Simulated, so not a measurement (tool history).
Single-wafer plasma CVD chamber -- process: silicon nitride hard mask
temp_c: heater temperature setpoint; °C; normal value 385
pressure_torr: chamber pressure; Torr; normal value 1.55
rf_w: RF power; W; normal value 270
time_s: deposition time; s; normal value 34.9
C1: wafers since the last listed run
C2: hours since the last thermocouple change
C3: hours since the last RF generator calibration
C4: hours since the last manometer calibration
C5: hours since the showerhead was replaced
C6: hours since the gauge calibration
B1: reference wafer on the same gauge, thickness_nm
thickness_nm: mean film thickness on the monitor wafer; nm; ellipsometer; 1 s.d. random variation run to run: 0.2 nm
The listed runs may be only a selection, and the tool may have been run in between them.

{"run": 1, "day": 0.0, "temp_c": 392, "pressure_torr": 1.55, "rf_w": 270, "time_s": 34.9, "C1": 0, "C2": 2281.2, "C3": 2092.9, "C4": 0.5, "C5": 124.6, "C6": 113.8, "B1": 32.3, "thickness_nm": 37.239}
{"run": 2, "day": 1.5, "temp_c": 385, "pressure_torr": 1.55, "rf_w": 270, "time_s": 34.9, "C1": 937, "C2": 2317.2, "C3": 2128.9, "C4": 36.5, "C5": 160.6, "C6": 149.8, "B1": 32.466, "thickness_nm": 37.131}
{"day": 4.108, "done": "RF generator calibrated"}
{"run": 3, "day": 6.0, "temp_c": 385, "pressure_torr": 1.55, "rf_w": 270, "time_s": 34.9, "C1": 2605, "C2": 2425.2, "C3": 45.4, "C4": 144.5, "C5": 268.6, "C6": 257.8, "B1": 32.451, "thickness_nm": 38.44}
{"run": 4, "day": 8.104, "temp_c": 385, "pressure_torr": 1.55, "rf_w": 270, "time_s": 34.9, "C1": 1315, "C2": 2475.7, "C3": 95.9, "C4": 195, "C5": 319.1, "C6": 308.3, "B1": 32.392, "thickness_nm": 38.986}
{"run": 5, "day": 10.721, "temp_c": 385, "pressure_torr": 1.55, "rf_w": 270, "time_s": 34.9, "C1": 1635, "C2": 2538.5, "C3": 158.7, "C4": 257.8, "C5": 381.9, "C6": 371.1, "B1": 32.436, "thickness_nm": 38.659}
{"run": 6, "day": 13.758, "temp_c": 385, "pressure_torr": 1.55, "rf_w": 270, "time_s": 34.9, "C1": 1899, "C2": 2611.4, "C3": 231.6, "C4": 330.7, "C5": 454.8, "C6": 444, "B1": 32.405, "thickness_nm": 38.781}
{"run": 7, "day": 18.096, "temp_c": 385, "pressure_torr": 1.91, "rf_w": 270, "time_s": 40.1, "C1": 2711, "C2": 2715.5, "C3": 335.7, "C4": 434.8, "C5": 558.9, "C6": 548.1, "B1": 32.427, "thickness_nm": 48.231}
{"run": 8, "day": 20.771, "temp_c": 385, "pressure_torr": 1.55, "rf_w": 270, "time_s": 34.9, "C1": 1672, "C2": 2779.7, "C3": 399.9, "C4": 499, "C5": 623.1, "C6": 612.3, "B1": 32.357, "thickness_nm": 38.629}
{"run": 9, "day": 22.296, "temp_c": 376, "pressure_torr": 1.7, "rf_w": 215, "time_s": 41.7, "C1": 953, "C2": 2816.3, "C3": 436.5, "C4": 535.6, "C5": 659.7, "C6": 648.9, "B1": 32.34, "thickness_nm": 41.246}
{"day": 25.125, "done": "thermocouple changed; heater temperature recalibrated"}
{"run": 10, "day": 26.696, "temp_c": 375, "pressure_torr": 1.55, "rf_w": 270, "time_s": 31.1, "C1": 2542, "C2": 37.7, "C3": 542.1, "C4": 641.2, "C5": 765.3, "C6": 754.5, "B1": 32.453, "thickness_nm": 34.676}
{"run": 11, "day": 30.258, "temp_c": 391, "pressure_torr": 1.55, "rf_w": 270, "time_s": 28.7, "C1": 2227, "C2": 123.2, "C3": 627.6, "C4": 726.7, "C5": 850.8, "C6": 840, "B1": 32.33, "thickness_nm": 31.702}
{"run": 12, "day": 33.717, "temp_c": 372, "pressure_torr": 1.55, "rf_w": 270, "time_s": 34.9, "C1": 2162, "C2": 206.2, "C3": 710.6, "C4": 809.7, "C5": 933.8, "C6": 923, "B1": 32.391, "thickness_nm": 38.366}
{"run": 13, "day": 37.221, "temp_c": 397, "pressure_torr": 1.9, "rf_w": 235, "time_s": 31.4, "C1": 2190, "C2": 290.3, "C3": 794.7, "C4": 893.8, "C5": 1017.9, "C6": 1007.1, "B1": 32.355, "thickness_nm": 34.437}
{"day": 39.067, "done": "capacitance manometer re-zeroed and calibrated"}
{"run": 14, "day": 40.388, "temp_c": 385, "pressure_torr": 1.55, "rf_w": 270, "time_s": 34.9, "C1": 1771, "C2": 366.3, "C3": 870.7, "C4": 31.7, "C5": 1093.9, "C6": 1083.1, "B1": 32.405, "thickness_nm": 38.365}
{"run": 15, "day": 43.612, "temp_c": 379, "pressure_torr": 1.55, "rf_w": 225, "time_s": 34.9, "C1": 2016, "C2": 443.7, "C3": 948.1, "C4": 109.1, "C5": 1171.3, "C6": 1160.5, "B1": 32.395, "thickness_nm": 34.43}
{"run": 16, "day": 46.529, "temp_c": 400, "pressure_torr": 1.44, "rf_w": 225, "time_s": 31.7, "C1": 1823, "C2": 513.7, "C3": 1018.1, "C4": 179.1, "C5": 1241.3, "C6": 1230.5, "B1": 32.387, "thickness_nm": 29.343}
{"run": 17, "day": 49.158, "temp_c": 377, "pressure_torr": 1.72, "rf_w": 250, "time_s": 31.5, "C1": 1643, "C2": 576.8, "C3": 1081.2, "C4": 242.2, "C5": 1304.4, "C6": 1293.6, "B1": 32.403, "thickness_nm": 34.28}
{"day": 52.738, "done": "gauge calibrated"}
{"run": 18, "day": 61.212, "temp_c": 392, "pressure_torr": 1.45, "rf_w": 270, "time_s": 34.9, "C1": 7536, "C2": 866.1, "C3": 1370.5, "C4": 531.5, "C5": 1593.7, "C6": 203.4, "B1": 32.433, "thickness_nm": 36.524}
{"run": 19, "day": 62.754, "temp_c": 385, "pressure_torr": 1.8, "rf_w": 235, "time_s": 34.9, "C1": 963, "C2": 903.1, "C3": 1407.5, "C4": 568.5, "C5": 1630.7, "C6": 240.4, "B1": 32.308, "thickness_nm": 36.82}
{"run": 20, "day": 66.521, "temp_c": 385, "pressure_torr": 1.55, "rf_w": 270, "time_s": 34.9, "C1": 2354, "C2": 993.5, "C3": 1497.9, "C4": 658.9, "C5": 1721.1, "C6": 330.8, "B1": 32.443, "thickness_nm": 38.113}
{"run": 21, "day": 69.346, "temp_c": 400, "pressure_torr": 1.81, "rf_w": 270, "time_s": 32.6, "C1": 1766, "C2": 1061.3, "C3": 1565.7, "C4": 726.7, "C5": 1788.9, "C6": 398.6, "B1": 32.466, "thickness_nm": 37.358}
{"run": 22, "day": 72.071, "temp_c": 385, "pressure_torr": 1.55, "rf_w": 305, "time_s": 34.9, "C1": 1703, "C2": 1126.7, "C3": 1631.1, "C4": 792.1, "C5": 1854.3, "C6": 464, "B1": 32.353, "thickness_nm": 40.837}
{"run": 23, "day": 75.121, "temp_c": 385, "pressure_torr": 1.55, "rf_w": 270, "time_s": 34.9, "C1": 1906, "C2": 1199.9, "C3": 1704.3, "C4": 865.3, "C5": 1927.5, "C6": 537.2, "B1": 32.384, "thickness_nm": 37.276}
{"run": 24, "day": 77.412, "temp_c": 385, "pressure_torr": 1.55, "rf_w": 270, "time_s": 34.9, "C1": 1432, "C2": 1254.9, "C3": 1759.3, "C4": 920.3, "C5": 1982.5, "C6": 592.2, "B1": 32.438, "thickness_nm": 37.469}
{"run": 25, "day": 78.971, "temp_c": 373, "pressure_torr": 1.32, "rf_w": 225, "time_s": 32.7, "C1": 974, "C2": 1292.3, "C3": 1796.7, "C4": 957.7, "C5": 2019.9, "C6": 629.6, "B1": 32.426, "thickness_nm": 28.697}
{"run": 26, "day": 81.262, "temp_c": 385, "pressure_torr": 1.26, "rf_w": 225, "time_s": 34.9, "C1": 1432, "C2": 1347.3, "C3": 1851.7, "C4": 1012.7, "C5": 2074.9, "C6": 684.6, "B1": 32.427, "thickness_nm": 29.557}
{"day": 82.4, "done": "capacitance manometer re-zeroed and calibrated"}
{"run": 27, "day": 83.1, "temp_c": 378, "pressure_torr": 1.55, "rf_w": 270, "time_s": 34.9, "C1": 940, "C2": 1391.4, "C3": 1895.8, "C4": 16.8, "C5": 2119, "C6": 728.7, "B1": 32.408, "thickness_nm": 37.26}

Below are 5 alternative next runs, each starting from the tool's condition after run 27. Predict each:
{"run": "A", "day": 83.117, "temp_c": 385, "pressure_torr": 1.55, "rf_w": 270, "time_s": 34.9, "C1": 10, "C2": 1391.8, "C3": 1896.2, "C4": 17.2, "C5": 2119.4, "C6": 729.1, "B1": "?", "thickness_nm": "?"}
{"run": "B", "day": 83.117, "temp_c": 385, "pressure_torr": 1.55, "rf_w": 240, "time_s": 34.9, "C1": 10, "C2": 1391.8, "C3": 1896.2, "C4": 17.2, "C5": 2119.4, "C6": 729.1, "B1": "?", "thickness_nm": "?"}
{"run": "C", "day": 83.117, "temp_c": 399, "pressure_torr": 1.72, "rf_w": 315, "time_s": 34.9, "C1": 10, "C2": 1391.8, "C3": 1896.2, "C4": 17.2, "C5": 2119.4, "C6": 729.1, "B1": "?", "thickness_nm": "?"}
{"run": "D", "day": 83.117, "temp_c": 385, "pressure_torr": 1.55, "rf_w": 300, "time_s": 34.9, "C1": 10, "C2": 1391.8, "C3": 1896.2, "C4": 17.2, "C5": 2119.4, "C6": 729.1, "B1": "?", "thickness_nm": "?"}
{"run": "E", "day": 83.117, "temp_c": 385, "pressure_torr": 1.55, "rf_w": 270, "time_s": 29.7, "C1": 10, "C2": 1391.8, "C3": 1896.2, "C4": 17.2, "C5": 2119.4, "C6": 729.1, "B1": "?", "thickness_nm": "?"}

run=A B1=32.377 thickness_nm=37.42
run=B B1=32.377 thickness_nm=34.629
run=C B1=32.377 thickness_nm=43.132
run=D B1=32.377 thickness_nm=40.079
run=E B1=32.377 thickness_nm=31.857
Take away the tool's hidden state, keep each run's random variation, and the runs would have read:
run=A thickness_nm=38.648
run=B thickness_nm=35.766
run=C thickness_nm=44.456
run=D thickness_nm=41.343
run=E thickness_nm=32.902
